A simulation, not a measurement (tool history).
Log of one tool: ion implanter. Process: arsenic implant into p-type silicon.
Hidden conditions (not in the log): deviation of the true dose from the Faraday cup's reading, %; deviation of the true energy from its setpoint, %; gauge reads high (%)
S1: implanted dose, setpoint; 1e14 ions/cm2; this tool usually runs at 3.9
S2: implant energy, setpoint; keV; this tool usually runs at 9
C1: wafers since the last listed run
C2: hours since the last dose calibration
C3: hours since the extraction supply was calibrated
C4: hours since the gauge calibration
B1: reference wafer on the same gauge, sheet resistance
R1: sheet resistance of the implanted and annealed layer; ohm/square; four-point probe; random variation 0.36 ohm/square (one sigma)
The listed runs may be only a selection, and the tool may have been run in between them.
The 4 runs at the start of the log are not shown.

run   hour    S1    S2   C1      C2      C3     C4      B1      R1
  5   53.4   3.9     9  296    1206  5569.6  153.7  252.02  232.34
  6   63.6   3.9     9  196  1216.2  5579.8  163.9  251.95  231.94
  7   74.6   3.9     9  211  1227.2  5590.8  174.9     252  232.43
  8   87.1   3.9     9  240  1239.7  5603.3  187.4  251.96  232.53
  9  102.8  4.41     9  302  1255.4    5619  203.1  251.84  211.96
 10  116.7  4.41     9  267  1269.3  5632.9    217  251.87  212.01
 11  128.1   3.9     9  219  1280.7  5644.3  228.4  252.01  232.11
 12  144.5  3.46     9  315  1297.1  5660.7  244.8  251.97  253.37
 13  155.6   3.9     7  213  1308.2  5671.8  255.9  252.02  235.95
 14  171.2   3.9     7  300  1323.8  5687.4  271.5  251.86  236.16
 15    184   3.9     7  246  1336.6  5700.2  284.3  252.02  236.18
 16  201.3   3.9  10.5  332  1353.9  5717.5  301.6  252.01  229.01
 17  208.2   3.9  10.5  132  1360.8  5724.4  308.5  251.99   228.9
     220.7  -- extraction supply calibrated
 18  221.2   3.9  10.5   96  1373.8     0.5  321.5  251.79  228.46
 19  225.8   3.9     9   88  1378.4     5.1  326.1  251.91  231.83
     227.9  -- gauge calibrated
 20  242.3   3.6     9  317  1394.9    21.6   14.4  252.02  246.45
 21  250.9  4.67    12  165  1403.5    30.2     23  252.06  198.53
     275.7  -- Faraday cup replaced and dose calibrated
 22  276.2  4.87     8  332     0.5    55.5   48.3  251.83  205.88
 23    280  3.16    10   73     4.3    59.3   52.1  251.77   279.1
 24  291.5   3.9     9  221    15.8    70.8   63.6  251.99   239.3

Run 25 is up next; what results do you expect?
 25  305.9  3.9   9  277  30.2  85.2  78   ?   ?

B1: 252.06
R1: 240.04 ohm/square
Had the tool carried no hidden state, the very same run would have given R1 239.98 ohm/square.
